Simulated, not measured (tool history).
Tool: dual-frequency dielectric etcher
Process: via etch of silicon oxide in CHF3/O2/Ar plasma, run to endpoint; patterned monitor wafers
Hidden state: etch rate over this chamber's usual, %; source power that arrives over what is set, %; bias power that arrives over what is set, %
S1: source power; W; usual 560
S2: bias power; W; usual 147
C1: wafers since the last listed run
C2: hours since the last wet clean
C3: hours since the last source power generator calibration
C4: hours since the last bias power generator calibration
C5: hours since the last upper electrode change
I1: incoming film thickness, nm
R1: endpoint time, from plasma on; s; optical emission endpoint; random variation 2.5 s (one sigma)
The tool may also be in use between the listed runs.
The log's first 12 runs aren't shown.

run	hour	S1	S2	C1	C2	C3	C4	C5	I1	R1
13	383.6	560	156	70	15.4	4528.5	2213	4423.7	663.7	328.7
14	407.7	560	118	113	39.5	4552.6	2237.1	4447.8	666	361.2
15	421.5	670	147	65	53.3	4566.4	2250.9	4461.6	669.4	323.5
16	435.4	520	124	65	67.2	4580.3	2264.8	4475.5	669.8	363.3
17	454.6	620	147	90	86.4	4599.5	2284	4494.7	673	326.8
# hour 468.1: bias power generator calibrated
18	486	470	128	129	117.8	4630.9	17.9	4526.1	670.1	359.6
# hour 511.2: upper electrode replaced, of another model than before
19	512.4	620	157	11	144.2	4657.3	44.3	1.2	669.6	317.8
# hour 522.7: source power generator calibrated
20	533.1	560	147	78	164.9	10.4	65	21.9	668.3	332.1
21	563.6	600	117	143	195.4	40.9	95.5	52.4	667.4	374
22	594.3	420	116	144	226.1	71.6	126.2	83.1	668.9	385
23	609.2	560	177	70	241	86.5	141.1	98	672.6	299.5
24	628.5	610	129	90	260.3	105.8	160.4	117.3	667.4	347.7
25	650.5	560	147	103	282.3	127.8	182.4	139.3	666.4	328.6

The next listed run, before its measurement:
26	667.4	450	177	79	299.2	144.7	199.3	156.2	665.8	?

Run 26 gave R1 303.1 s.
Without the tool's hidden state the same run would have given R1 315 s.
